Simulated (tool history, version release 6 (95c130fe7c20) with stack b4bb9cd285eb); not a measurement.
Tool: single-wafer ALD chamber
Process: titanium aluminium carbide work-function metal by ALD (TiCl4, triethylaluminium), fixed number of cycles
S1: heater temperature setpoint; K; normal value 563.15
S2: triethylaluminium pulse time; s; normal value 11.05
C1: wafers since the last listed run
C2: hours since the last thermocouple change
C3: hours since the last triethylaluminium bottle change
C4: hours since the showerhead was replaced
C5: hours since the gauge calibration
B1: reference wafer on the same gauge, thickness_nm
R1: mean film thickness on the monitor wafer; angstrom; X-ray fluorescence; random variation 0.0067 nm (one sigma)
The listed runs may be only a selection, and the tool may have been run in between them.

{"run": 1, "day": 0.0, "S1": 555.15, "S2": 11.05, "C1": 0, "C2": 656.2, "C3": 363.1, "C4": 2391.5, "C5": 1834.7, "B1": 2.008, "R1": 17.45}
{"run": 2, "day": 2.938, "S1": 555.15, "S2": 11.05, "C1": 1056, "C2": 726.7, "C3": 433.6, "C4": 2462, "C5": 1905.2, "B1": 2.009, "R1": 17.29}
{"run": 3, "day": 4.304, "S1": 563.15, "S2": 11.05, "C1": 491, "C2": 759.5, "C3": 466.4, "C4": 2494.8, "C5": 1938, "B1": 2.007, "R1": 17.88}
{"run": 4, "day": 6.275, "S1": 563.15, "S2": 11.05, "C1": 708, "C2": 806.8, "C3": 513.7, "C4": 2542.1, "C5": 1985.3, "B1": 2.01, "R1": 17.79}
{"run": 5, "day": 8.35, "S1": 563.15, "S2": 8.51, "C1": 746, "C2": 856.6, "C3": 563.5, "C4": 2591.9, "C5": 2035.1, "B1": 2.01, "R1": 17}
{"run": 6, "day": 10.104, "S1": 563.15, "S2": 8.51, "C1": 631, "C2": 898.7, "C3": 605.6, "C4": 2634, "C5": 2077.2, "B1": 2.008, "R1": 16.83}
{"run": 7, "day": 13.046, "S1": 563.15, "S2": 8.51, "C1": 1058, "C2": 969.3, "C3": 676.2, "C4": 2704.6, "C5": 2147.8, "B1": 2.009, "R1": 16.65}
{"day": 13.862, "done": "triethylaluminium bottle replaced"}
{"run": 8, "day": 15.817, "S1": 563.15, "S2": 11.05, "C1": 876, "C2": 1035.8, "C3": 46.9, "C4": 2771.1, "C5": 2214.3, "B1": 2.009, "R1": 18.14}
{"day": 15.917, "done": "gauge calibrated"}
{"run": 9, "day": 17.383, "S1": 554.15, "S2": 11.05, "C1": 563, "C2": 1073.4, "C3": 84.5, "C4": 2808.7, "C5": 35.2, "B1": 2.013, "R1": 17.55}
{"run": 10, "day": 19.117, "S1": 554.15, "S2": 11.05, "C1": 623, "C2": 1115, "C3": 126.1, "C4": 2850.3, "C5": 76.8, "B1": 2.01, "R1": 17.44}
{"day": 24.675, "done": "showerhead replaced"}
{"run": 11, "day": 24.696, "S1": 554.15, "S2": 11.05, "C1": 1887, "C2": 1248.9, "C3": 260, "C4": 0.5, "C5": 210.7, "B1": 2.008, "R1": 17.38}
{"run": 12, "day": 25.908, "S1": 563.15, "S2": 11.05, "C1": 436, "C2": 1278, "C3": 289.1, "C4": 29.6, "C5": 239.8, "B1": 2.012, "R1": 17.96}
{"run": 13, "day": 27.171, "S1": 563.15, "S2": 11.05, "C1": 454, "C2": 1308.3, "C3": 319.4, "C4": 59.9, "C5": 270.1, "B1": 2.013, "R1": 17.95}
{"run": 14, "day": 29.817, "S1": 568.15, "S2": 14.12, "C1": 951, "C2": 1371.8, "C3": 382.9, "C4": 123.4, "C5": 333.6, "B1": 2.011, "R1": 18.65}
{"run": 15, "day": 30.921, "S1": 563.15, "S2": 7.53, "C1": 397, "C2": 1398.3, "C3": 409.4, "C4": 149.9, "C5": 360.1, "B1": 2.011, "R1": 16.77}
{"run": 16, "day": 33.292, "S1": 563.15, "S2": 12.39, "C1": 852, "C2": 1455.2, "C3": 466.3, "C4": 206.8, "C5": 417, "B1": 2.011, "R1": 17.9}
{"run": 17, "day": 34.35, "S1": 577.15, "S2": 13.13, "C1": 380, "C2": 1480.6, "C3": 491.7, "C4": 232.2, "C5": 442.4, "B1": 2.009, "R1": 19.07}
{"run": 18, "day": 36.438, "S1": 563.15, "S2": 14.27, "C1": 750, "C2": 1530.7, "C3": 541.8, "C4": 282.3, "C5": 492.5, "B1": 2.009, "R1": 18.23}
{"run": 19, "day": 37.817, "S1": 549.15, "S2": 7.36, "C1": 496, "C2": 1563.8, "C3": 574.9, "C4": 315.4, "C5": 525.6, "B1": 2.009, "R1": 15.51}
{"day": 39.071, "done": "triethylaluminium bottle replaced"}
{"run": 20, "day": 39.442, "S1": 575.15, "S2": 12.36, "C1": 464, "C2": 1602.8, "C3": 8.9, "C4": 354.4, "C5": 564.6, "B1": 2.011, "R1": 19.24}
{"day": 40.075, "done": "thermocouple changed; heater temperature recalibrated"}
{"run": 21, "day": 40.954, "S1": 554.15, "S2": 11.05, "C1": 424, "C2": 21.1, "C3": 45.2, "C4": 390.7, "C5": 600.9, "B1": 2.012, "R1": 17.74}
{"run": 22, "day": 42.021, "S1": 570.15, "S2": 7.4, "C1": 383, "C2": 46.7, "C3": 70.8, "C4": 416.3, "C5": 626.5, "B1": 2.009, "R1": 18.14}
{"run": 23, "day": 43.462, "S1": 558.15, "S2": 6.95, "C1": 518, "C2": 81.3, "C3": 105.4, "C4": 450.9, "C5": 661.1, "B1": 2.01, "R1": 17}
{"run": 24, "day": 44.792, "S1": 550.15, "S2": 9.18, "C1": 478, "C2": 113.2, "C3": 137.3, "C4": 482.8, "C5": 693, "B1": 2.013, "R1": 17.1}
{"run": 25, "day": 46.85, "S1": 550.15, "S2": 11.05, "C1": 740, "C2": 162.6, "C3": 186.7, "C4": 532.2, "C5": 742.4, "B1": 2.011, "R1": 17.33}

What does the tool deliver on the next run?
{"run": 26, "day": 48.325, "S1": 558.15, "S2": 7, "C1": 530, "C2": 198, "C3": 222.1, "C4": 567.6, "C5": 777.8, "B1": "?", "R1": "?"}

{"run 26": {"B1": 2.01, "R1": 16.78}}
Take away the tool's hidden state, keep the run-to-run variation as it was, and the same run would have given R1 17.42 angstrom.
